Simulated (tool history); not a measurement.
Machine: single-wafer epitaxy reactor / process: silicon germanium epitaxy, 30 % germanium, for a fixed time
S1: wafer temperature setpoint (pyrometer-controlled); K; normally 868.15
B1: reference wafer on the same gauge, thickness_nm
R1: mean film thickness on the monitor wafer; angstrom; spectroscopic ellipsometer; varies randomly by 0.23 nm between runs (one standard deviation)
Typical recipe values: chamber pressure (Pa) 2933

run 1 day=0 | S1=868.15 chamber_pressure_(Pa)=2933 | B1=64.94 | R1=599.77
run 2 day=1.546 | S1=856.15 chamber_pressure_(Pa)=2933 | B1=64.876 | R1=459.6
run 3 day=6.033 | S1=856.15 chamber_pressure_(Pa)=2933 | B1=64.964 | R1=461.77
run 4 day=8.404 | S1=863.15 chamber_pressure_(Pa)=2933 | B1=64.843 | R1=539.84
run 5 day=12.675 | S1=863.15 chamber_pressure_(Pa)=2933 | B1=64.922 | R1=543.26
run 6 day=14.925 | S1=868.15 chamber_pressure_(Pa)=3520 | B1=64.899 | R1=647.62
run 7 day=16.762 | S1=868.15 chamber_pressure_(Pa)=2933 | B1=64.945 | R1=601.14
run 8 day=21.125 | S1=868.15 chamber_pressure_(Pa)=2933 | B1=64.859 | R1=601.2
run 9 day=24.479 | S1=855.15 chamber_pressure_(Pa)=3480 | B1=64.96 | R1=490.87
run 10 day=27.288 | S1=868.15 chamber_pressure_(Pa)=2933 | B1=65.056 | R1=608.43
run 11 day=29.45 | S1=873.15 chamber_pressure_(Pa)=2933 | B1=64.939 | R1=676.52
run 12 day=33.408 | S1=878.15 chamber_pressure_(Pa)=2373 | B1=64.901 | R1=655.16
run 13 day=35.038 | S1=864.15 chamber_pressure_(Pa)=2546 | B1=64.878 | R1=504.76
run 14 day=38.075 | S1=863.15 chamber_pressure_(Pa)=2933 | B1=64.855 | R1=531.38
run 15 day=39.596 | S1=857.15 chamber_pressure_(Pa)=2720 | B1=64.95 | R1=450.15
run 16 day=43.646 | S1=856.15 chamber_pressure_(Pa)=3440 | B1=64.872 | R1=494.11
run 17 day=47.271 | S1=882.15 chamber_pressure_(Pa)=2306 | B1=64.929 | R1=702.31

Withheld: 4 entries from between the runs. Position of each, and hidden state at the listed run before versus the listed run after:
From run 7 to run 8: showerhead replaced (day 18.6)
  true pressure above the setpoint (%): 6.62 -> 7.3
  measured minus no-state result, R1: +17.61 -> +19.31 angstrom
From run 9 to run 10: gauge calibrated (day 25.108)
  true pressure above the setpoint (%): 7.82 -> 8.25
  measured minus no-state result, R1: +16.82 -> +21.94 angstrom
From run 11 to run 12: pyrometer calibrated (day 31.417); capacitance manometer re-zeroed and calibrated (day 31.642)
  true pressure above the setpoint (%): 8.59 -> 0.897
  measured minus no-state result, R1: +25.32 -> +2.72 angstrom
